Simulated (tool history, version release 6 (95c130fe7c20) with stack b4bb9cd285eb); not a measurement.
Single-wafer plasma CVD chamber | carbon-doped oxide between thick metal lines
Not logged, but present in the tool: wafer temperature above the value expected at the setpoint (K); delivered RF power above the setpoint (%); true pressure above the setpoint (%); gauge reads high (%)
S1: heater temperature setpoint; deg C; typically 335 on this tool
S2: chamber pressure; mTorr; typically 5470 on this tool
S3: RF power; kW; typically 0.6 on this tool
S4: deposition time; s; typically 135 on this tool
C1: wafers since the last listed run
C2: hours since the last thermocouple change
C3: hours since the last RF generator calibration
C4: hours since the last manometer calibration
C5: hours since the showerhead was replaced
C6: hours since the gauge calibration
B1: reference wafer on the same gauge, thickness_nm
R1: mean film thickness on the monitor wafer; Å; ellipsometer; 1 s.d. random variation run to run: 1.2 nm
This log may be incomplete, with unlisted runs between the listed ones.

Run 1, hour 0: usual settings but S1 340 deg C, S4 141 s; C1 0; C2 1891.3; C3 1675; C4 1715.6; C5 2423; C6 40.5; B1 930.17. Result: R1 7791.53 Å.
Run 2, hour 9: usual settings but S1 340 deg C, S4 141 s; C1 97; C2 1900.3; C3 1684; C4 1724.6; C5 2432; C6 49.5; B1 929.977. Result: R1 7804.42 Å.
Run 3, hour 15.9: usual settings; C1 74; C2 1907.2; C3 1690.9; C4 1731.5; C5 2438.9; C6 56.4; B1 929.978. Result: R1 7562.21 Å.
Run 4, hour 22.4: usual settings; C1 70; C2 1913.7; C3 1697.4; C4 1738; C5 2445.4; C6 62.9; B1 929.911. Result: R1 7560.98 Å.
Run 5, hour 35.1: usual settings; C1 137; C2 1926.4; C3 1710.1; C4 1750.7; C5 2458.1; C6 75.6; B1 929.906. Result: R1 7555.84 Å.
Run 6, hour 46: usual settings but S1 329 deg C; C1 117; C2 1937.3; C3 1721; C4 1761.6; C5 2469; C6 86.5; B1 930.165. Result: R1 7685.27 Å.
At hour 56.9: capacitance manometer re-zeroed and calibrated.
At hour 64.7: thermocouple changed; heater temperature recalibrated.
Run 7, hour 65.2: usual settings but S3 0.67 kW; C1 36; C2 0.5; C3 1740.2; C4 8.3; C5 2488.2; C6 105.7; B1 930.025. Result: R1 8139.26 Å.
At hour 77.8: RF generator calibrated.
Run 8, hour 78.3: usual settings but S3 0.67 kW; C1 55; C2 13.6; C3 0.5; C4 21.4; C5 2501.3; C6 118.8; B1 929.949. Result: R1 8554.59 Å.
At hour 88.3: showerhead replaced.
Run 9, hour 88.8: usual settings but S2 6640 mTorr, S3 0.71 kW; C1 27; C2 24.1; C3 11; C4 31.9; C5 0.5; C6 129.3; B1 930.27. Result: R1 9188.7 Å.
Run 10, hour 96.2: usual settings; C1 79; C2 31.5; C3 18.4; C4 39.3; C5 7.9; C6 136.7; B1 929.814. Result: R1 7947.77 Å.
Run 11, hour 106.3: usual settings but S2 5020 mTorr; C1 109; C2 41.6; C3 28.5; C4 49.4; C5 18; C6 146.8; B1 930.147. Result: R1 7798.4 Å.
Run 12, hour 115.5: usual settings but S2 6690 mTorr; C1 99; C2 50.8; C3 37.7; C4 58.6; C5 27.2; C6 156; B1 930.004. Result: R1 8212.44 Å.
At hour 115.7: gauge calibrated.
Run 13, hour 123.4: usual settings but S1 348 deg C, S4 122 s; C1 85; C2 58.7; C3 45.6; C4 66.5; C5 35.1; C6 7.7; B1 930.184. Result: R1 6962.51 Å.
Run 14, hour 137.3: usual settings but S2 5020 mTorr; C1 150; C2 72.6; C3 59.5; C4 80.4; C5 49; C6 21.6; B1 930.161. Result: R1 7773.42 Å.
Run 15, hour 153.8: usual settings; C1 178; C2 89.1; C3 76; C4 96.9; C5 65.5; C6 38.1; B1 930.209. Result: R1 7940.72 Å.
Run 16, hour 168.5: usual settings but S2 4490 mTorr, S4 115 s; C1 158; C2 103.8; C3 90.7; C4 111.6; C5 80.2; C6 52.8; B1 930.535. Result: R1 6400.95 Å.

Each row is a separate what-if for the run after 16, all from the same tool condition, not one after another. Results?
Run A, hour 168.9: usual settings but S3 0.7 kW; C1 4; C2 104.2; C3 91.1; C4 112; C5 80.6; C6 53.2; B1 ?. Result: R1 ?.
Run B, hour 168.9: usual settings but S1 326 deg C, S2 6490 mTorr, S3 0.695 kW, S4 113 s; C1 4; C2 104.2; C3 91.1; C4 112; C5 80.6; C6 53.2; B1 ?. Result: R1 ?.
Run C, hour 168.9: usual settings but S1 348 deg C; C1 4; C2 104.2; C3 91.1; C4 112; C5 80.6; C6 53.2; B1 ?. Result: R1 ?.
Run D, hour 168.9: usual settings but S1 348 deg C, S2 4810 mTorr, S4 160 s; C1 4; C2 104.2; C3 91.1; C4 112; C5 80.6; C6 53.2; B1 ?. Result: R1 ?.

run       B1       R1
  A  929.981  8788.28
  B  929.981   7725.2
  C  929.981  7692.72
  D  929.981  8796.68
Without the tool's hidden state the same runs would have given:
run       R1
  A  8901.65
  B  7824.85
  C  7794.88
  D   8913.5

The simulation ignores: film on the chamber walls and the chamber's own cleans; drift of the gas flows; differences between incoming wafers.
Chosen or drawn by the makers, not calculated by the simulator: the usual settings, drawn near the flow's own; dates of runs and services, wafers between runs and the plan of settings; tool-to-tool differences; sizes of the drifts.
